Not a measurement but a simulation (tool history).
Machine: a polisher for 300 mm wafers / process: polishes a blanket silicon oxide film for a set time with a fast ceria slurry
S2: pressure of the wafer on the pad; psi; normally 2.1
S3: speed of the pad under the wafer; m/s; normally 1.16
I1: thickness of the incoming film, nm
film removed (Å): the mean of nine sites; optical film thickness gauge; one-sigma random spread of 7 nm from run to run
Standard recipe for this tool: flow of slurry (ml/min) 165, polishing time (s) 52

Run 1, hour 0: usual settings but S3 1.42 m/s, polishing time (s) 43; I1 3310.1. Result: film removed (Å) 5166.
At hour 6.6: worn pad replaced by a new one.
Run 2, hour 10.9: usual settings but S3 1.42 m/s, polishing time (s) 43; I1 3348.1. Result: film removed (Å) 5582.
Run 3, hour 27.3: usual settings; I1 3362.6. Result: film removed (Å) 5669.
Run 4, hour 34.1: usual settings; I1 3380.4. Result: film removed (Å) 5734.
Run 5, hour 51.6: usual settings; I1 3382.8. Result: film removed (Å) 5559.
At hour 65.8: worn pad replaced by a new one, of another model than before.
Run 6, hour 66.3: usual settings but polishing time (s) 59; I1 3337.2. Result: film removed (Å) 6762.
Run 7, hour 74.8: usual settings but flow of slurry (ml/min) 205; I1 3416.2. Result: film removed (Å) 5970.
Run 8, hour 84.6: usual settings but flow of slurry (ml/min) 205; I1 3437.7. Result: film removed (Å) 5807.
At hour 89.1: slurry nozzle cleaned.
Run 9, hour 97.4: usual settings but flow of slurry (ml/min) 205; I1 3418.7. Result: film removed (Å) 5752.
Run 10, hour 107.4: usual settings but polishing time (s) 64; I1 3328.2. Result: film removed (Å) 6693.
At hour 115.5: worn pad replaced by a new one.
Run 11, hour 121.1: usual settings but flow of slurry (ml/min) 110, polishing time (s) 60; I1 3348.5. Result: film removed (Å) 6390.
Run 12, hour 128.6: usual settings but flow of slurry (ml/min) 110; I1 3375.5. Result: film removed (Å) 5651.
Run 13, hour 138: usual settings but flow of slurry (ml/min) 110, S2 2.4 psi, S3 0.92 m/s; I1 3403.7. Result: film removed (Å) 4760.
At hour 145.8: head pressure recalibrated.
Run 14, hour 151.9: usual settings but polishing time (s) 43; I1 3395.3. Result: film removed (Å) 4501.
At hour 162.9: worn pad replaced by a new one.
Run 15, hour 180.7: usual settings but flow of slurry (ml/min) 130, S2 2.7 psi, S3 1.34 m/s, polishing time (s) 46; I1 3320.8. Result: film removed (Å) 6598.
Run 16, hour 194.3: usual settings but flow of slurry (ml/min) 145, S2 1.9 psi, S3 0.96 m/s, polishing time (s) 45; I1 3348.4. Result: film removed (Å) 3787.
Run 17, hour 203.4: usual settings but flow of slurry (ml/min) 105, S2 2.3 psi, polishing time (s) 37; I1 3321.6. Result: film removed (Å) 3995.
At hour 210.6: worn pad replaced by a new one.
Run 18, hour 211.1: usual settings but flow of slurry (ml/min) 145, S2 1.9 psi, S3 0.96 m/s, polishing time (s) 45; I1 3385.8. Result: film removed (Å) 3984.
Run 19, hour 217.1: usual settings; I1 3322.8. Result: film removed (Å) 5872.
Run 20, hour 232.2: usual settings but flow of slurry (ml/min) 220, S2 1.9 psi, polishing time (s) 57; I1 3418. Result: film removed (Å) 6086.

Below, some changes in film removed (Å) between adjacent runs. For each, the amount present without the hidden state too (settings, incoming material, random variation) and the amount remaining for the hidden state with gauge scatter not shared by both compared results:
Hidden state at play: removal rate lost through wear of the pad, %; slurry flow missing at the pad, %; deviation of the head's pressure from its setpoint, %.
Run 1 -> 2: worn pad replaced by a new one. film removed (Å) +416: hidden state +388, all else +28.
Run 5 -> 6: polishing time (s) 52 -> 59, worn pad replaced by a new one, of another model than before. film removed (Å) +1203: hidden state +422, all else +781.
Run 14 -> 15: flow of slurry (ml/min) 165 -> 130, S2 2.1 -> 2.7, S3 1.16 -> 1.34, polishing time (s) 43 -> 46, worn pad replaced by a new one. film removed (Å) +2097: hidden state +73, all else +2024.
Run 15 -> 16: flow of slurry (ml/min) 130 -> 145, S2 2.7 -> 1.9, S3 1.34 -> 0.96, polishing time (s) 46 -> 45. film removed (Å) -2811: hidden state +23, all else -2834.
